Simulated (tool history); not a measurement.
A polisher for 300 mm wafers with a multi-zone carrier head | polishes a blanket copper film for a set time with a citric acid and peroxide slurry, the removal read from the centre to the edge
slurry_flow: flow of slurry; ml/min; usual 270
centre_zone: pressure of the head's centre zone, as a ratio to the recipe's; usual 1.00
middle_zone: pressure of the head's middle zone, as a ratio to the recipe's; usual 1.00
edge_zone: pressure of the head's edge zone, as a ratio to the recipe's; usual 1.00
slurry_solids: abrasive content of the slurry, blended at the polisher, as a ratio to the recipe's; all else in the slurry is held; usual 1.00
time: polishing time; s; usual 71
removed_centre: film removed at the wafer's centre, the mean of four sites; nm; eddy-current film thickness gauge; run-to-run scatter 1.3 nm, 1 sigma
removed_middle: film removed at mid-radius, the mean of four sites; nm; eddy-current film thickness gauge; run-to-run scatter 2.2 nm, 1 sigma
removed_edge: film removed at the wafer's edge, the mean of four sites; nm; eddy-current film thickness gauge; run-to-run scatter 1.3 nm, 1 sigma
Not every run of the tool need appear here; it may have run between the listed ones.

run   hour  slurry_flow  centre_zone  middle_zone  edge_zone  slurry_solids  time  incoming thickness of the incoming film, nm  removed_centre  removed_middle  removed_edge
  1    0.0          270         1.00         1.00       1.00           1.00    85                                        683.5           208.2           187.5         192.9
  2   30.0          270         1.00         1.00       1.00           1.00    85                                        672.1           211.3           185.4         193.1
  3   53.3          270         1.00         1.00       1.00           1.00    85                                        672.8           209.6           190.6         194.3
  4   85.2          270         1.00         1.00       1.05           1.00    71                                        680.3           178.5           157.6         166.3
      95.6  -- worn pad replaced by a new one
  5   99.2          270         1.00         1.00       1.05           1.00    71                                        682.6           177.5           158.4         167.4
     109.1  -- carrier head's membrane replaced by a new one
     126.2  -- centre zone pressure recalibrated
  6  126.7          270         1.00         1.00       1.00           1.00    71                                        671.6           161.0           162.2         162.0
  7  150.1          270         1.00         1.00       1.00           1.00    71                                        674.0           165.2           159.5         162.3
  8  163.0          270         1.00         1.00       1.00           1.00    71                                        690.5           163.8           159.1         161.4
  9  179.4          270         1.00         1.00       0.89           1.20    78                                        685.1           185.8           179.1         174.1
     182.7  -- edge zone pressure recalibrated
 10  196.3          270         1.00         1.00       1.00           1.15    92                                        686.5           215.3           216.1         214.4
     204.7  -- slurry nozzle cleaned
 11  210.0          270         1.00         1.00       1.00           1.00    71                                        680.5           164.4           164.2         162.1
     214.9  -- worn pad replaced by a new one
 12  233.4          270         1.00         1.00       1.00           1.00    71                                        671.3           167.8           157.5         161.7
 13  249.7          315         1.00         1.08       1.00           1.10    71                                        670.4           169.2           178.0         167.9
 14  271.7          270         1.00         1.06       1.00           1.00    71                                        664.8           167.6           171.1         162.3
 15  285.6          270         1.00         1.00       0.89           1.00    80                                        689.9           186.7           181.3         172.1
 16  300.4          270         1.00         0.92       1.00           0.85    93                                        679.2           214.2           188.8         210.0

What if the next run were any one of these 4? Each begins from the tool's condition after run 16:
  A  300.8          270         1.00         1.00       1.00           1.00    71                                        676.1               ?               ?             ?
  B  300.8          310         1.00         1.08       1.00           1.00    71                                        676.1               ?               ?             ?
  C  300.8          270         1.00         0.88       0.96           1.00    71                                        676.1               ?               ?             ?
  D  300.8          270         0.94         0.96       1.00           1.00    71                                        676.1               ?               ?             ?

run  removed_centre  removed_middle  removed_edge
  A           168.6           162.0         164.1
  B           170.3           174.5         165.0
  C           168.4           145.6         161.2
  D           158.4           156.6         164.2
With the hidden condition removed and each run's random variation left untouched, the same runs would have given:
run  removed_centre  removed_middle  removed_edge
  A           162.9           162.0         164.1
  B           164.6           174.5         165.0
  C           162.8           145.6         161.2
  D           153.0           156.6         164.2

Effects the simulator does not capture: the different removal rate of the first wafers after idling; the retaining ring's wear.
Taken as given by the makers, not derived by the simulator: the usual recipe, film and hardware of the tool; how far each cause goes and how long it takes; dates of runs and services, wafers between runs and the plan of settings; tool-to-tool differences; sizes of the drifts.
